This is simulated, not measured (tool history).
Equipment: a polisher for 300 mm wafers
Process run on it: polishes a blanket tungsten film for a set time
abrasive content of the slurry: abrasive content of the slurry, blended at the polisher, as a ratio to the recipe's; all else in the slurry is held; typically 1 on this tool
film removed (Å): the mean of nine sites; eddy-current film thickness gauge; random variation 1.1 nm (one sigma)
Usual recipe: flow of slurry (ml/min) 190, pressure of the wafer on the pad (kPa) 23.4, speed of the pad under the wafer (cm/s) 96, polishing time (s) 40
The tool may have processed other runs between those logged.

run	hour	flow of slurry (ml/min)	pressure of the wafer on the pad (kPa)	speed of the pad under the wafer (cm/s)	abrasive content of the slurry	polishing time (s)	wafers since the last listed run	wafers polished on this pad	hours since the slurry nozzle was cleaned	hours since the head pressure was calibrated	hours since the slurry blender was calibrated	hours since the slurry got fresh peroxide	incoming thickness of the incoming film, nm	film removed (Å)
1	0	190	20.7	114	1	40	0	2408	156.3	886.1	324.6	741.6	1241.2	1606
# hour 47.3: slurry tank refilled with fresh slurry and peroxide
2	261.7	190	20.7	114	1	40	1830	4239	418	1147.8	586.3	214.4	1231.9	1516
# hour 295.2: worn pad replaced by a new one
3	319.4	190	20.7	96	1	40	377	169	475.7	1205.5	644	272.1	1241.3	1336
4	378.2	240	27.6	96	1	52	412	582	534.5	1264.3	702.8	330.9	1228.7	2184
5	434	190	23.4	76	1.2	40	391	974	590.3	1320.1	758.6	386.7	1205.7	1176
6	475.5	190	17.9	126	1	40	291	1265	631.8	1361.6	800.1	428.2	1206.2	1554
# hour 499.3: slurry blender recalibrated
7	517	190	23.4	96	1	52	277	1543	673.3	1403.1	17.7	469.7	1238.1	1971
# hour 561.3: slurry nozzle cleaned
# hour 566: head pressure recalibrated
8	620.1	190	23.4	96	0.8	40	702	2246	58.8	54.1	120.8	572.8	1211.3	1432
9	710	225	23.4	96	1.3	54	631	2877	148.7	144	210.7	662.7	1206.8	2116
10	803.5	190	23.4	96	1	40	656	3533	242.2	237.5	304.2	756.2	1235.4	1444
# hour 831.4: slurry tank refilled with fresh slurry and peroxide
11	840.1	165	23.4	64	1.2	51	249	3783	278.8	274.1	340.8	8.7	1238.5	1220
12	900.4	190	23.4	72	1	40	423	4207	339.1	334.4	401.1	69	1229.4	1057
13	969.3	130	23.4	96	1.3	48	483	4690	408	403.3	470	137.9	1236.5	1602
# hour 984.2: worn pad replaced by a new one
14	1012.2	125	20	96	1	29	273	196	450.9	446.2	512.9	180.8	1228.3	867
15	1108.2	235	16.5	122	1	46	674	871	546.9	542.2	608.9	276.8	1237.5	1716
16	1200.5	190	23.4	74	0.85	40	648	1519	639.2	634.5	701.2	369.1	1216.9	1066
17	1263.5	190	17.9	96	1	28	442	1961	702.2	697.5	764.2	432.1	1232.1	824
# hour 1296.5: slurry blender recalibrated
18	1343.5	190	23.4	96	1	40	547	2509	782.2	777.5	47	512.1	1232.7	1470
# hour 1398: slurry nozzle cleaned
19	1438	235	23.4	86	1	40	656	3165	40	872	141.5	606.6	1235	1351
20	1505.2	145	20.7	126	1.15	40	471	3637	107.2	939.2	208.7	673.8	1223.2	1681
21	1547.3	190	23.4	96	1	40	295	3933	149.3	981.3	250.8	715.9	1247.2	1409
# hour 1589.7: slurry tank refilled with fresh slurry and peroxide
22	1624.1	190	23.4	68	1	40	532	4465	226.1	1058.1	327.6	34.4	1230.4	994
23	1696.7	145	20.7	126	1.15	40	509	4975	298.7	1130.7	400.2	107	1231	1617
# hour 1715.9: worn pad replaced by a new one
24	1791	190	23.4	96	1	40	634	527	393	1225	494.5	201.3	1239.8	1448
# hour 1878.1: head pressure recalibrated
25	1879	225	23.4	74	1	47	603	1131	481	0.9	582.5	289.3	1232	1327

What the log doesn't show, run by run:
slurry flow missing at the pad, %: 0, the same for each run
deviation of the head's pressure from its setpoint, %: 0, the same for each run
peroxide lost from the slurry, %: 0, the same for each run
H1: removal rate lost through wear of the pad, %
H2: abrasive missing from the slurry, %
run	H1	H2
1	1.41	16.2
2	4.29	28.6
3	0.0244	31.3
4	0.0971	34.1
5	0.24	36.7
6	0.393	38.6
7	0.586	2.57
8	1.24	7.43
9	2	11.7
10	3	16.1
11	3.45	17.8
12	4.25	20.6
13	5.26	23.9
14	0.349	25.9
15	0.517	30.4
16	0.88	34.8
17	1.24	37.7
18	1.83	8.35
19	2.72	12.8
20	3.47	16
21	4	18
22	5.07	21.6
23	6.2	25
24	0.375	29.4
25	0.617	33.6
